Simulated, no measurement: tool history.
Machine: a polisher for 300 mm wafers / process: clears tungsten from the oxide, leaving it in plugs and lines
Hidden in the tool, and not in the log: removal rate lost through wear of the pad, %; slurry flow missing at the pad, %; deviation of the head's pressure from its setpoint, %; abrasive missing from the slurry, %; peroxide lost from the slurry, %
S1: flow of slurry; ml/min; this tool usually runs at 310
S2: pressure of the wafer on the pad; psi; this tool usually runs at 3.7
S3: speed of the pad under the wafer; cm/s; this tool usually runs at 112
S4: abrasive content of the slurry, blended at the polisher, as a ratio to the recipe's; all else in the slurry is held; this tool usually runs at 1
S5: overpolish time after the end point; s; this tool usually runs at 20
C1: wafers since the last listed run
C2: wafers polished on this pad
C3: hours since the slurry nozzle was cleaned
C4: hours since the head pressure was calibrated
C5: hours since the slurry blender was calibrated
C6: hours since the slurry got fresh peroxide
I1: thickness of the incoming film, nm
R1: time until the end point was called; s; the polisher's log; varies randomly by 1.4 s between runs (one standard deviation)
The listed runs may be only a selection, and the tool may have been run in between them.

run	day	S1	S2	S3	S4	S5	C1	C2	C3	C4	C5	C6	I1	R1
1	0	310	3.7	112	1	20	0	1213	72.5	114.9	3.8	81.7	360.1	74.8
2	1.175	310	3.7	112	1	20	398	1611	100.7	143.1	32	109.9	361.3	72.1
3	1.954	310	4.5	112	1	20	264	1875	119.4	161.8	50.7	128.6	360.8	61.7
# day 2.508: worn pad replaced by a new one
4	3.333	310	4.5	112	1	20	411	279	152.5	194.9	83.8	161.7	353.1	60.2
# day 3.521: slurry tank refilled with fresh slurry and peroxide
5	4.1	310	4.5	112	1	20	245	525	170.9	213.3	102.2	13.9	360.8	61.2
6	5.388	310	3.7	112	1	16	436	962	201.8	244.2	133.1	44.8	361.4	74.2
7	5.912	310	3.7	112	1	16	178	1140	214.4	256.8	145.7	57.4	363.1	71.3
8	6.842	310	3.7	112	1	20	315	1455	236.7	279.1	168	79.7	359.6	75.3
9	7.762	310	3.7	112	1	20	312	1767	258.8	301.2	190.1	101.8	364.8	73.2
# day 8.783: worn pad replaced by a new one
# day 8.85: slurry nozzle cleaned
10	9.204	235	3.7	112	1.15	20	418	129	8.5	335.8	224.7	136.4	365	74.5
11	9.929	235	3.7	112	1.15	20	245	375	25.9	353.2	242.1	153.8	360.1	71.8
12	10.546	235	3.7	112	1.15	20	209	584	40.7	368	256.9	168.6	360.1	73.2
# day 11.779: slurry tank refilled with fresh slurry and peroxide
13	11.933	310	3.7	112	1	20	456	1040	74	401.3	290.2	3.7	360.4	74.8
# day 12.338: head pressure recalibrated
14	12.933	270	4.8	150	1	20	310	1351	98	14.3	314.2	27.7	363.8	42.9
# day 15.271: worn pad replaced by a new one
15	16.942	375	3.7	112	1	20	1302	567	194.2	110.5	410.4	123.9	357.5	74
# day 17.254: slurry blender recalibrated
16	18.329	310	2.8	124	1	26	442	1009	227.5	143.8	25.8	157.2	360.5	90.3
# day 19.033: slurry tank refilled with fresh slurry and peroxide
17	19.321	255	2.7	150	1	20	322	1331	251.3	167.6	49.6	6.9	353	76.6
18	20.096	310	3.7	112	1.15	27	262	1594	269.9	186.2	68.2	25.5	358	70.5
19	20.904	310	3.7	112	1	20	274	1868	289.3	205.6	87.6	44.9	360.8	72.9
# day 22.121: worn pad replaced by a new one
# day 24.038: slurry nozzle cleaned
20	24.638	310	3.7	112	1	20	1195	838	14.4	295.2	177.2	134.5	359.6	74.3
21	26.038	410	3.7	112	1	20	474	1313	48	328.8	210.8	168.1	363.3	71.9
22	26.921	310	3.3	86	1.25	28	299	1613	69.2	350	232	189.3	356.2	102.4
# day 27.008: head pressure recalibrated
# day 27.188: slurry tank refilled with fresh slurry and peroxide
# day 28.242: worn pad replaced by a new one
23	28.262	205	3.7	96	1	20	356	6	101.4	30.1	264.2	25.8	361.7	87.5
24	28.996	310	4	112	1	20	248	255	119	47.7	281.8	43.4	364.3	70.4
25	30.133	310	3.7	112	1.3	24	385	641	146.3	75	309.1	70.7	358.6	68.1

Branching from run 25: 5 alternative next runs. What would each branch give?
A	30.15	240	3.7	112	1	20	5	647	146.7	75.4	309.5	71.1	361.8	?
B	30.15	310	3.7	78	1	28	5	647	146.7	75.4	309.5	71.1	361.8	?
C	30.15	310	3.7	94	1.1	16	5	647	146.7	75.4	309.5	71.1	361.8	?
D	30.15	310	3	112	0.8	20	5	647	146.7	75.4	309.5	71.1	361.8	?
E	30.15	260	4.7	112	0.75	20	5	647	146.7	75.4	309.5	71.1	361.8	?

run	R1
A	75.8
B	107.3
C	87.2
D	96.7
E	63.1
Had the tool no hidden state, the same runs would have come out as:
run	R1
A	75.8
B	107.3
C	87.2
D	96.7
E	63.1
